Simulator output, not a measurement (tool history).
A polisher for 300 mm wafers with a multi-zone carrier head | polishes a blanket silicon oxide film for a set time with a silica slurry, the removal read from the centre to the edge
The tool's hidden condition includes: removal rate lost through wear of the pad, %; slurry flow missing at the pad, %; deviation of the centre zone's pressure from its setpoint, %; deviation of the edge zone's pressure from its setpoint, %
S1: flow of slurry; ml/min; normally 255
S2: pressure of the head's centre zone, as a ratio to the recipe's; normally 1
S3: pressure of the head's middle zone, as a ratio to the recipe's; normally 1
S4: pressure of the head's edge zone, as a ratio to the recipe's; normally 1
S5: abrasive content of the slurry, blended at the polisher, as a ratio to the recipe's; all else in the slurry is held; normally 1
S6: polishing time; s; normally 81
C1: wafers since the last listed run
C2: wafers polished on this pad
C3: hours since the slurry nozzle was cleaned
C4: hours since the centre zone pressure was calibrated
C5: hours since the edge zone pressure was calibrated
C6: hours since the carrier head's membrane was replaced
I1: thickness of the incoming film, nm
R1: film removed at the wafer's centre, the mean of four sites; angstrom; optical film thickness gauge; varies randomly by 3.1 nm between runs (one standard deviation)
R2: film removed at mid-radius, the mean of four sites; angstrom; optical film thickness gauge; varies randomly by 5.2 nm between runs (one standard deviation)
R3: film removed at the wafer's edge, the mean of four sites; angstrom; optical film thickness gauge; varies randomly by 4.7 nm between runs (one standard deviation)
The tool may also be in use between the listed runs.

{"run": 1, "hour": 0.0, "S1": 305, "S2": 1.07, "S3": 1, "S4": 1, "S5": 1.15, "S6": 81, "C1": 0, "C2": 859, "C3": 295.4, "C4": 842.4, "C5": 124.9, "C6": 1302.4, "I1": 1786.6, "R1": 4794, "R2": 4079, "R3": 4081}
{"hour": 7.6, "done": "worn pad replaced by a new one"}
{"run": 2, "hour": 8.2, "S1": 255, "S2": 1, "S3": 1, "S4": 1, "S5": 1, "S6": 81, "C1": 36, "C2": 4, "C3": 303.6, "C4": 850.6, "C5": 133.1, "C6": 1310.6, "I1": 1789.7, "R1": 4135, "R2": 3740, "R3": 3736}
{"run": 3, "hour": 19.3, "S1": 255, "S2": 0.89, "S3": 1, "S4": 1, "S5": 1, "S6": 81, "C1": 96, "C2": 101, "C3": 314.7, "C4": 861.7, "C5": 144.2, "C6": 1321.7, "I1": 1844.4, "R1": 3659, "R2": 3785, "R3": 3729}
{"run": 4, "hour": 26.0, "S1": 195, "S2": 1, "S3": 1, "S4": 0.94, "S5": 1, "S6": 61, "C1": 58, "C2": 160, "C3": 321.4, "C4": 868.4, "C5": 150.9, "C6": 1328.4, "I1": 1778.7, "R1": 3063, "R2": 2670, "R3": 2662}
{"run": 5, "hour": 37.5, "S1": 290, "S2": 1.05, "S3": 1, "S4": 1.12, "S5": 1.25, "S6": 81, "C1": 100, "C2": 260, "C3": 332.9, "C4": 879.9, "C5": 162.4, "C6": 1339.9, "I1": 1810.8, "R1": 4945, "R2": 4384, "R3": 4497}
{"run": 6, "hour": 47.9, "S1": 255, "S2": 1, "S3": 1, "S4": 1, "S5": 1, "S6": 102, "C1": 90, "C2": 351, "C3": 343.3, "C4": 890.3, "C5": 172.8, "C6": 1350.3, "I1": 1825.8, "R1": 5173, "R2": 4596, "R3": 4763}
{"hour": 65.5, "done": "carrier head's membrane replaced by a new one"}
{"run": 7, "hour": 66.0, "S1": 255, "S2": 0.92, "S3": 1, "S4": 1, "S5": 1, "S6": 73, "C1": 114, "C2": 465, "C3": 361.4, "C4": 908.4, "C5": 190.9, "C6": 0.5, "I1": 1823.2, "R1": 3476, "R2": 3315, "R3": 3410}
{"hour": 68.0, "done": "centre zone pressure recalibrated"}
{"run": 8, "hour": 71.8, "S1": 255, "S2": 1, "S3": 1, "S4": 1, "S5": 1, "S6": 81, "C1": 33, "C2": 499, "C3": 367.2, "C4": 3.8, "C5": 196.7, "C6": 6.3, "I1": 1838.1, "R1": 3612, "R2": 3736, "R3": 3728}
{"run": 9, "hour": 87.0, "S1": 255, "S2": 1, "S3": 1, "S4": 1, "S5": 1, "S6": 81, "C1": 132, "C2": 631, "C3": 382.4, "C4": 19, "C5": 211.9, "C6": 21.5, "I1": 1829, "R1": 3712, "R2": 3702, "R3": 3741}
{"run": 10, "hour": 94.9, "S1": 185, "S2": 1, "S3": 1, "S4": 1.1, "S5": 0.75, "S6": 89, "C1": 68, "C2": 700, "C3": 390.3, "C4": 26.9, "C5": 219.8, "C6": 29.4, "I1": 1809.1, "R1": 3168, "R2": 3246, "R3": 3449}
{"hour": 97.8, "done": "slurry nozzle cleaned"}
{"run": 11, "hour": 105.7, "S1": 255, "S2": 1, "S3": 1, "S4": 1.04, "S5": 1, "S6": 81, "C1": 85, "C2": 786, "C3": 7.9, "C4": 37.7, "C5": 230.6, "C6": 40.2, "I1": 1833.2, "R1": 3625, "R2": 3708, "R3": 3826}
{"hour": 111.6, "done": "worn pad replaced by a new one"}
{"run": 12, "hour": 119.3, "S1": 185, "S2": 1, "S3": 1, "S4": 1.1, "S5": 0.75, "S6": 89, "C1": 83, "C2": 67, "C3": 21.5, "C4": 51.3, "C5": 244.2, "C6": 53.8, "I1": 1806.9, "R1": 3177, "R2": 3278, "R3": 3413}
{"run": 13, "hour": 126.4, "S1": 255, "S2": 1, "S3": 1, "S4": 1, "S5": 1, "S6": 81, "C1": 62, "C2": 129, "C3": 28.6, "C4": 58.4, "C5": 251.3, "C6": 60.9, "I1": 1811.1, "R1": 3637, "R2": 3660, "R3": 3733}
{"run": 14, "hour": 135.6, "S1": 255, "S2": 1, "S3": 1, "S4": 1, "S5": 0.85, "S6": 81, "C1": 80, "C2": 209, "C3": 37.8, "C4": 67.6, "C5": 260.5, "C6": 70.1, "I1": 1828.6, "R1": 3281, "R2": 3382, "R3": 3296}
{"run": 15, "hour": 143.4, "S1": 170, "S2": 0.91, "S3": 1, "S4": 0.9, "S5": 1, "S6": 81, "C1": 68, "C2": 277, "C3": 45.6, "C4": 75.4, "C5": 268.3, "C6": 77.9, "I1": 1844.5, "R1": 3103, "R2": 3491, "R3": 3468}
{"run": 16, "hour": 151.8, "S1": 255, "S2": 1, "S3": 1, "S4": 1, "S5": 1, "S6": 81, "C1": 73, "C2": 351, "C3": 54, "C4": 83.8, "C5": 276.7, "C6": 86.3, "I1": 1809.7, "R1": 3635, "R2": 3752, "R3": 3741}
{"run": 17, "hour": 167.2, "S1": 300, "S2": 0.9, "S3": 1, "S4": 0.89, "S5": 1.15, "S6": 81, "C1": 134, "C2": 485, "C3": 69.4, "C4": 99.2, "C5": 292.1, "C6": 101.7, "I1": 1795.1, "R1": 3594, "R2": 4077, "R3": 3941}
{"run": 18, "hour": 175.9, "S1": 255, "S2": 1, "S3": 0.96, "S4": 1, "S5": 1, "S6": 81, "C1": 75, "C2": 561, "C3": 78.1, "C4": 107.9, "C5": 300.8, "C6": 110.4, "I1": 1843.5, "R1": 3665, "R2": 3493, "R3": 3698}
{"run": 19, "hour": 192.5, "S1": 255, "S2": 0.96, "S3": 1, "S4": 1, "S5": 1, "S6": 81, "C1": 144, "C2": 706, "C3": 94.7, "C4": 124.5, "C5": 317.4, "C6": 127, "I1": 1813.5, "R1": 3502, "R2": 3703, "R3": 3688}
{"run": 20, "hour": 200.3, "S1": 255, "S2": 1, "S3": 1, "S4": 1.07, "S5": 0.9, "S6": 97, "C1": 68, "C2": 774, "C3": 102.5, "C4": 132.3, "C5": 325.2, "C6": 134.8, "I1": 1817.8, "R1": 4163, "R2": 4165, "R3": 4405}
{"run": 21, "hour": 208.9, "S1": 255, "S2": 1, "S3": 1, "S4": 1, "S5": 1, "S6": 81, "C1": 75, "C2": 849, "C3": 111.1, "C4": 140.9, "C5": 333.8, "C6": 143.4, "I1": 1843.1, "R1": 3644, "R2": 3746, "R3": 3702}
{"run": 22, "hour": 216.3, "S1": 255, "S2": 1, "S3": 0.89, "S4": 1, "S5": 0.85, "S6": 72, "C1": 64, "C2": 914, "C3": 118.5, "C4": 148.3, "C5": 341.2, "C6": 150.8, "I1": 1793.8, "R1": 2979, "R2": 2733, "R3": 3059}
{"run": 23, "hour": 228.2, "S1": 255, "S2": 1, "S3": 1, "S4": 1, "S5": 1, "S6": 81, "C1": 103, "C2": 1018, "C3": 130.4, "C4": 160.2, "C5": 353.1, "C6": 162.7, "I1": 1778.1, "R1": 3675, "R2": 3729, "R3": 3848}

3 ways to go on from here, each from the tool as it stands after run 23. What would each give?
{"run": "A", "hour": 228.6, "S1": 280, "S2": 1, "S3": 1, "S4": 1, "S5": 1, "S6": 81, "C1": 3, "C2": 1021, "C3": 130.8, "C4": 160.6, "C5": 353.5, "C6": 163.1, "I1": 1812.5, "R1": "?", "R2": "?", "R3": "?"}
{"run": "B", "hour": 228.6, "S1": 255, "S2": 1.03, "S3": 1, "S4": 1.08, "S5": 1, "S6": 81, "C1": 3, "C2": 1021, "C3": 130.8, "C4": 160.6, "C5": 353.5, "C6": 163.1, "I1": 1812.5, "R1": "?", "R2": "?", "R3": "?"}
{"run": "C", "hour": 228.6, "S1": 325, "S2": 1, "S3": 1.07, "S4": 0.96, "S5": 1, "S6": 81, "C1": 3, "C2": 1021, "C3": 130.8, "C4": 160.6, "C5": 353.5, "C6": 163.1, "I1": 1812.5, "R1": "?", "R2": "?", "R3": "?"}

run=A R1=3674 R2=3747 R3=3790
run=B R1=3742 R2=3712 R3=3909
run=C R1=3729 R2=3997 R3=3751
Take away the tool's hidden state, keep each run's random variation, and the runs would have read:
run=A R1=3715 R2=3747 R3=3790
run=B R1=3784 R2=3712 R3=3909
run=C R1=3771 R2=3997 R3=3751
